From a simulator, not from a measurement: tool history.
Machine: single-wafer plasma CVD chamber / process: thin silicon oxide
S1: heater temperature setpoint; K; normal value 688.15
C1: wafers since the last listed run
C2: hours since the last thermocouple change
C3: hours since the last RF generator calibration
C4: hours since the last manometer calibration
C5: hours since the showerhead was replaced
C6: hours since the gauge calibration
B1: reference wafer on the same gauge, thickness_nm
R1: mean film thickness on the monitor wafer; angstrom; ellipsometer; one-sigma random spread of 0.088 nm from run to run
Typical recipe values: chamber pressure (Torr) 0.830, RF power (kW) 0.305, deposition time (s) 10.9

Run 1, hour 0.0: usual settings but RF power (kW) 0.330; C1 0; C2 2525.1; C3 181.1; C4 156.9; C5 3223.8; C6 1111.1; B1 23.789. Result: R1 203.88 angstrom.
Run 2, hour 101.5: usual settings but deposition time (s) 12.3; C1 2976; C2 2626.6; C3 282.6; C4 258.4; C5 3325.3; C6 1212.6; B1 23.793. Result: R1 220.57 angstrom.
Run 3, hour 150.6: usual settings but chamber pressure (Torr) 0.714; C1 1439; C2 2675.7; C3 331.7; C4 307.5; C5 3374.4; C6 1261.7; B1 23.779. Result: R1 167.96 angstrom.
Run 4, hour 293.0: usual settings but chamber pressure (Torr) 0.714; C1 4176; C2 2818.1; C3 474.1; C4 449.9; C5 3516.8; C6 1404.1; B1 23.815. Result: R1 165.96 angstrom.
Run 5, hour 361.9: usual settings but chamber pressure (Torr) 0.714; C1 2020; C2 2887.0; C3 543.0; C4 518.8; C5 3585.7; C6 1473.0; B1 23.824. Result: R1 166.28 angstrom.
Run 6, hour 424.8: usual settings but chamber pressure (Torr) 0.746; C1 1844; C2 2949.9; C3 605.9; C4 581.7; C5 3648.6; C6 1535.9; B1 23.772. Result: R1 175.19 angstrom.
At hour 498.2: gauge calibrated.
Run 7, hour 524.2: usual settings; C1 2915; C2 3049.3; C3 705.3; C4 681.1; C5 3748.0; C6 26.0; B1 23.814. Result: R1 195.64 angstrom.
At hour 594.3: showerhead replaced.
At hour 751.1: thermocouple changed; heater temperature recalibrated.
Run 8, hour 770.8: usual settings; C1 6762; C2 19.7; C3 951.9; C4 927.7; C5 176.5; C6 272.6; B1 23.793. Result: R1 192.94 angstrom.
Run 9, hour 811.1: usual settings; C1 1181; C2 60.0; C3 992.2; C4 968.0; C5 216.8; C6 312.9; B1 23.810. Result: R1 192.13 angstrom.
Run 10, hour 849.3: usual settings; C1 1120; C2 98.2; C3 1030.4; C4 1006.2; C5 255.0; C6 351.1; B1 23.788. Result: R1 191.87 angstrom.
At hour 932.1: RF generator calibrated.
Run 11, hour 951.0: usual settings; C1 2747; C2 199.9; C3 18.9; C4 1107.9; C5 356.7; C6 452.8; B1 23.799. Result: R1 187.66 angstrom.
At hour 961.1: capacitance manometer re-zeroed and calibrated.
Run 12, hour 1011.2: usual settings but S1 677.15 K; C1 1530; C2 260.1; C3 79.1; C4 50.1; C5 416.9; C6 513.0; B1 23.807. Result: R1 189.32 angstrom.

Predict the results of run 13:
Run 13, hour 1076.7: usual settings but chamber pressure (Torr) 0.732, RF power (kW) 0.285; C1 1920; C2 325.6; C3 144.6; C4 115.6; C5 482.4; C6 578.5; B1 ?. Result: R1 ?.

{"run 13": {"B1": 23.815, "R1": 159.27}}
Minus the tool's unlogged condition, the same run would have read R1 168.64 angstrom.
